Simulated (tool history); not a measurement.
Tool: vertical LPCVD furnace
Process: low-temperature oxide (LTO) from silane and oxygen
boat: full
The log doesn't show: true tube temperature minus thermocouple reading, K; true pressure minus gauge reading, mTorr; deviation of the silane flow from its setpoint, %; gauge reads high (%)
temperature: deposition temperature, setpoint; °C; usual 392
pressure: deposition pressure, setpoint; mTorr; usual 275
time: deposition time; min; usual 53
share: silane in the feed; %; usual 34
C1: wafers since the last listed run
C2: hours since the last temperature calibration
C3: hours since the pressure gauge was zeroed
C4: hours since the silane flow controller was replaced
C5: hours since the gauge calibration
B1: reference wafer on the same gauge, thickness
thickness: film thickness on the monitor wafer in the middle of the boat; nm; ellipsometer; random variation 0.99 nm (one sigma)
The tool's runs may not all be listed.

{"run": 1, "day": 0.0, "temperature": 392, "pressure": 275, "time": 53, "share": 34, "C1": 0, "C2": 3582.9, "C3": 5138.7, "C4": 3516.1, "C5": 391.1, "B1": 539.26, "thickness": 446.36}
{"run": 2, "day": 0.508, "temperature": 392, "pressure": 275, "time": 36.5, "share": 34, "C1": 156, "C2": 3595.1, "C3": 5150.9, "C4": 3528.3, "C5": 403.3, "B1": 539.16, "thickness": 308.06}
{"run": 3, "day": 1.242, "temperature": 392, "pressure": 275, "time": 36.5, "share": 34, "C1": 225, "C2": 3612.7, "C3": 5168.5, "C4": 3545.9, "C5": 420.9, "B1": 539.39, "thickness": 307.2}
{"run": 4, "day": 1.712, "temperature": 392, "pressure": 275, "time": 36.5, "share": 34, "C1": 145, "C2": 3624, "C3": 5179.8, "C4": 3557.2, "C5": 432.2, "B1": 539, "thickness": 307.62}
{"run": 5, "day": 2.304, "temperature": 392, "pressure": 275, "time": 53, "share": 34, "C1": 182, "C2": 3638.2, "C3": 5194, "C4": 3571.4, "C5": 446.4, "B1": 539.22, "thickness": 445.06}
{"run": 6, "day": 2.638, "temperature": 392, "pressure": 275, "time": 53, "share": 34, "C1": 102, "C2": 3646.2, "C3": 5202, "C4": 3579.4, "C5": 454.4, "B1": 538.6, "thickness": 446.03}
{"day": 4.025, "done": "pressure gauge zeroed"}
{"run": 7, "day": 4.046, "temperature": 392, "pressure": 230, "time": 53, "share": 34, "C1": 125, "C2": 3680, "C3": 0.5, "C4": 3613.2, "C5": 488.2, "B1": 538.98, "thickness": 373.15}
{"run": 8, "day": 4.242, "temperature": 392, "pressure": 230, "time": 53, "share": 34, "C1": 60, "C2": 3684.7, "C3": 5.2, "C4": 3617.9, "C5": 492.9, "B1": 538.82, "thickness": 371.58}
{"run": 9, "day": 4.646, "temperature": 392, "pressure": 335, "time": 53, "share": 34, "C1": 124, "C2": 3694.4, "C3": 14.9, "C4": 3627.6, "C5": 502.6, "B1": 539.29, "thickness": 541.91}
{"run": 10, "day": 5.362, "temperature": 392, "pressure": 275, "time": 53, "share": 34, "C1": 220, "C2": 3711.6, "C3": 32.1, "C4": 3644.8, "C5": 519.8, "B1": 538.74, "thickness": 445.61}
{"run": 11, "day": 5.962, "temperature": 399, "pressure": 330, "time": 71, "share": 28, "C1": 184, "C2": 3726, "C3": 46.5, "C4": 3659.2, "C5": 534.2, "B1": 538.85, "thickness": 580.91}
{"run": 12, "day": 6.492, "temperature": 392, "pressure": 275, "time": 53, "share": 34, "C1": 163, "C2": 3738.7, "C3": 59.2, "C4": 3671.9, "C5": 546.9, "B1": 539.17, "thickness": 444.59}
{"run": 13, "day": 6.838, "temperature": 392, "pressure": 275, "time": 53, "share": 34, "C1": 106, "C2": 3747, "C3": 67.5, "C4": 3680.2, "C5": 555.2, "B1": 539.22, "thickness": 444.4}
{"day": 8.45, "done": "thermocouples replaced and temperature profile calibrated"}
{"day": 9.058, "done": "silane flow controller replaced"}
{"run": 14, "day": 9.079, "temperature": 392, "pressure": 275, "time": 53, "share": 38, "C1": 195, "C2": 15.1, "C3": 121.3, "C4": 0.5, "C5": 609, "B1": 538.86, "thickness": 551.64}
{"run": 15, "day": 9.275, "temperature": 386, "pressure": 275, "time": 69.5, "share": 40, "C1": 60, "C2": 19.8, "C3": 126, "C4": 5.2, "C5": 613.7, "B1": 538.73, "thickness": 719.5}
{"day": 9.362, "done": "gauge calibrated"}
{"run": 16, "day": 9.471, "temperature": 396, "pressure": 275, "time": 44.5, "share": 34, "C1": 60, "C2": 24.5, "C3": 130.7, "C4": 9.9, "C5": 2.6, "B1": 538.95, "thickness": 419.32}
{"run": 17, "day": 9.717, "temperature": 392, "pressure": 335, "time": 69, "share": 34, "C1": 75, "C2": 30.4, "C3": 136.6, "C4": 15.8, "C5": 8.5, "B1": 538.77, "thickness": 756.41}
{"run": 18, "day": 10.104, "temperature": 392, "pressure": 315, "time": 73.5, "share": 39, "C1": 119, "C2": 39.7, "C3": 145.9, "C4": 25.1, "C5": 17.8, "B1": 539.01, "thickness": 909.79}
{"run": 19, "day": 10.754, "temperature": 388, "pressure": 275, "time": 53, "share": 40, "C1": 200, "C2": 55.3, "C3": 161.5, "C4": 40.7, "C5": 33.4, "B1": 538.85, "thickness": 564.14}
{"run": 20, "day": 11.438, "temperature": 392, "pressure": 335, "time": 53, "share": 34, "C1": 210, "C2": 71.7, "C3": 177.9, "C4": 57.1, "C5": 49.8, "B1": 539.03, "thickness": 579.33}
{"run": 21, "day": 12.029, "temperature": 386, "pressure": 205, "time": 35.5, "share": 38, "C1": 182, "C2": 85.9, "C3": 192.1, "C4": 71.3, "C5": 64, "B1": 539.13, "thickness": 256.77}
{"run": 22, "day": 12.846, "temperature": 387, "pressure": 275, "time": 35, "share": 34, "C1": 251, "C2": 105.5, "C3": 211.7, "C4": 90.9, "C5": 83.6, "B1": 538.79, "thickness": 295.53}
{"run": 23, "day": 13.229, "temperature": 380, "pressure": 220, "time": 53, "share": 29, "C1": 118, "C2": 114.7, "C3": 220.9, "C4": 100.1, "C5": 92.8, "B1": 539.07, "thickness": 259.16}
{"run": 24, "day": 13.775, "temperature": 392, "pressure": 275, "time": 53, "share": 34, "C1": 168, "C2": 127.8, "C3": 234, "C4": 113.2, "C5": 105.9, "B1": 539.2, "thickness": 475.06}
{"run": 25, "day": 14.529, "temperature": 392, "pressure": 330, "time": 44, "share": 34, "C1": 232, "C2": 145.9, "C3": 252.1, "C4": 131.3, "C5": 124, "B1": 538.96, "thickness": 473.9}
{"run": 26, "day": 15.317, "temperature": 392, "pressure": 275, "time": 53, "share": 34, "C1": 242, "C2": 164.8, "C3": 271, "C4": 150.2, "C5": 142.9, "B1": 538.83, "thickness": 475.37}
{"run": 27, "day": 15.933, "temperature": 392, "pressure": 275, "time": 53, "share": 31, "C1": 190, "C2": 179.6, "C3": 285.8, "C4": 165, "C5": 157.7, "B1": 539.14, "thickness": 417}
{"run": 28, "day": 16.721, "temperature": 392, "pressure": 275, "time": 53, "share": 34, "C1": 242, "C2": 198.5, "C3": 304.7, "C4": 183.9, "C5": 176.6, "B1": 538.84, "thickness": 473.82}
{"run": 29, "day": 17.3, "temperature": 392, "pressure": 310, "time": 38.5, "share": 34, "C1": 178, "C2": 212.4, "C3": 318.6, "C4": 197.8, "C5": 190.5, "B1": 539.11, "thickness": 389.45}
{"run": 30, "day": 17.646, "temperature": 384, "pressure": 325, "time": 33.5, "share": 34, "C1": 106, "C2": 220.7, "C3": 326.9, "C4": 206.1, "C5": 198.8, "B1": 539.03, "thickness": 321.83}

How the hidden state differs across the entries between the runs, from the last listed run before each to the first after it:
Between runs 6 and 7: pressure gauge zeroed (day 4.025)
  deviation of the silane flow from its setpoint, %: -6.71 -> -6.77
  measured less the result without the state, thickness: -30.05 -> -25.39 nm
Between runs 13 and 14: thermocouples replaced and temperature profile calibrated (day 8.45); silane flow controller replaced (day 9.058)
  deviation of the silane flow from its setpoint, %: -6.89 -> 0.197
  measured less the result without the state, thickness: -30.82 -> +0.86 nm
Between runs 15 and 16: gauge calibrated (day 9.362)
  deviation of the silane flow from its setpoint, %: 0.189 -> 0.18
  measured less the result without the state, thickness: +1.01 -> +0.69 nm
